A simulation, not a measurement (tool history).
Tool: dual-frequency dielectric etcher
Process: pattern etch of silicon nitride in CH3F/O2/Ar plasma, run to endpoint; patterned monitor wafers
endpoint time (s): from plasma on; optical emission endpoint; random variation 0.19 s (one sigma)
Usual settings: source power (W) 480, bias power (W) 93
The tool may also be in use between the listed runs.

run,day,source power (W),bias power (W),"incoming incoming film thickness, nm",endpoint time (s)
1,0.000,480,93,28.91,33.5
2,1.354,480,93,29.04,33.5
3,3.883,480,93,29.05,33.5
4,6.625,480,93,28.97,35.0
5,14.317,480,93,28.97,34.3
6,17.296,480,93,28.96,33.8
7,19.367,480,93,28.91,34.1
8,20.850,480,93,29.07,34.3
9,22.962,480,93,29.14,33.9
10,24.758,480,93,29.43,34.2
11,27.683,480,93,28.90,33.3
12,28.688,480,93,28.87,33.4
13,31.342,480,93,29.18,33.5
14,34.179,480,102,29.31,34.5
15,36.554,480,93,29.10,35.3
16,39.521,410,77,29.11,39.2
17,41.067,480,81,28.80,36.4
18,42.838,590,76,29.09,34.8
19,44.129,480,93,29.09,34.7
20,46.062,370,103,29.15,36.3
21,52.925,480,93,28.97,34.1
22,55.325,550,93,29.22,32.6
23,56.971,390,85,29.31,37.4
24,59.275,480,108,29.13,32.0
25,60.550,540,103,28.90,31.2
26,62.754,480,93,29.11,33.4
27,65.642,480,93,29.12,35.1
28,68.088,560,86,29.10,34.4
29,69.471,480,93,29.09,34.7
30,71.275,590,87,28.85,33.2
31,74.154,370,115,29.35,34.8
32,75.988,580,107,29.35,31.5
33,77.000,370,102,29.18,36.1
34,79.658,530,75,28.93,35.5
35,82.392,550,84,29.29,33.9
36,84.742,430,86,29.01,35.7

Taken out of this log: 6 entries between the listed runs. Where each belongs, and how the hidden state differs across it:
Between runs 3 and 4: wet clean of the chamber (day 6.604)
  etch rate over this chamber's usual, %: 4.89 -> 0.335
  measured less the result without the state, endpoint time (s): -1.7 -> -0.1
Between runs 6 and 7: upper electrode replaced (day 19.346)
  etch rate over this chamber's usual, %: 2.48 -> 2.9
  measured less the result without the state, endpoint time (s): -0.9 -> -1.0
Between runs 13 and 14: wet clean of the chamber (day 34.158)
  etch rate over this chamber's usual, %: 5.31 -> -1.11
  measured less the result without the state, endpoint time (s): -1.8 -> +0.4
Between runs 17 and 18: bias power generator calibrated (day 42.750)
  etch rate over this chamber's usual, %: 0.278 -> 0.635
  measured less the result without the state, endpoint time (s): -0.1 -> -0.3
Between runs 20 and 21: source power generator calibrated (day 49.442)
  etch rate over this chamber's usual, %: 1.28 -> 2.67
  measured less the result without the state, endpoint time (s): -0.4 -> -0.9
Between runs 26 and 27: wet clean of the chamber (day 64.167)
  etch rate over this chamber's usual, %: 4.65 -> -0.537
  measured less the result without the state, endpoint time (s): -1.6 -> +0.1
